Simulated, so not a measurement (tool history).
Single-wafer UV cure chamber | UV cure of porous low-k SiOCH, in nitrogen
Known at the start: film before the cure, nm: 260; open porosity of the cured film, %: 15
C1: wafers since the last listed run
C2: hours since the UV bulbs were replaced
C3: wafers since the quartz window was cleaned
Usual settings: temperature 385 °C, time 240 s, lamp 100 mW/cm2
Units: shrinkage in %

run 1 hour=0.0 | temperature=385 time=240 lamp=100 | C1=0 C2=1462.1 C3=1318 | shrinkage=9.201
run 2 hour=15.1 | temperature=385 time=240 lamp=100 | C1=84 C2=1477.2 C3=1402 | shrinkage=9.300
run 3 hour=34.6 | temperature=385 time=240 lamp=90 | C1=109 C2=1496.7 C3=1512 | shrinkage=8.636
run 4 hour=47.9 | temperature=385 time=240 lamp=90 | C1=74 C2=1510.0 C3=1586 | shrinkage=8.691
run 5 hour=72.8 | temperature=385 time=240 lamp=90 | C1=139 C2=1534.9 C3=1726 | shrinkage=8.750
run 6 hour=98.0 | temperature=391 time=240 lamp=100 | C1=141 C2=1560.1 C3=1867 | shrinkage=9.211
run 7 hour=115.4 | temperature=385 time=240 lamp=100 | C1=97 C2=1577.5 C3=1964 | shrinkage=9.059
run 8 hour=146.6 | temperature=397 time=240 lamp=74 | C1=174 C2=1608.7 C3=2139 | shrinkage=8.066
run 9 hour=165.2 | temperature=397 time=240 lamp=74 | C1=104 C2=1627.3 C3=2243 | shrinkage=7.995
run 10 hour=179.3 | temperature=385 time=240 lamp=100 | C1=79 C2=1641.4 C3=2322 | shrinkage=9.013
run 11 hour=191.3 | temperature=385 time=360 lamp=100 | C1=67 C2=1653.4 C3=2390 | shrinkage=10.651
-- hour=203.8 UV bulbs replaced
run 12 hour=227.0 | temperature=399 time=240 lamp=100 | C1=155 C2=23.2 C3=2545 | shrinkage=11.228
-- hour=244.1 quartz window cleaned
run 13 hour=250.8 | temperature=375 time=180 lamp=120 | C1=88 C2=47.0 C3=37 | shrinkage=10.093
run 14 hour=337.7 | temperature=399 time=375 lamp=130 | C1=486 C2=133.9 C3=524 | shrinkage=14.233
run 15 hour=354.1 | temperature=385 time=240 lamp=90 | C1=91 C2=150.3 C3=616 | shrinkage=10.306
run 16 hour=388.9 | temperature=377 time=240 lamp=100 | C1=194 C2=185.1 C3=811 | shrinkage=10.496
run 17 hour=401.7 | temperature=366 time=155 lamp=100 | C1=71 C2=197.9 C3=882 | shrinkage=8.470
run 18 hour=436.3 | temperature=391 time=240 lamp=116 | C1=193 C2=232.5 C3=1076 | shrinkage=11.502
run 19 hour=471.8 | temperature=394 time=240 lamp=100 | C1=198 C2=268.0 C3=1275 | shrinkage=10.698
run 20 hour=501.2 | temperature=385 time=240 lamp=100 | C1=164 C2=297.4 C3=1440 | shrinkage=10.409

Forecast each of these 3 alternatives for the next run:
run A hour=501.7 | temperature=385 time=375 lamp=100 | C1=2 C2=297.9 C3=1443 | shrinkage=?
run B hour=501.7 | temperature=385 time=165 lamp=67 | C1=2 C2=297.9 C3=1443 | shrinkage=?
run C hour=501.7 | temperature=395 time=125 lamp=126 | C1=2 C2=297.9 C3=1443 | shrinkage=?

run=A shrinkage=12.597
run=B shrinkage=7.435
run=C shrinkage=9.006
Without the tool's hidden state the same runs would have given:
run=A shrinkage=12.927
run=B shrinkage=7.718
run=C shrinkage=9.306
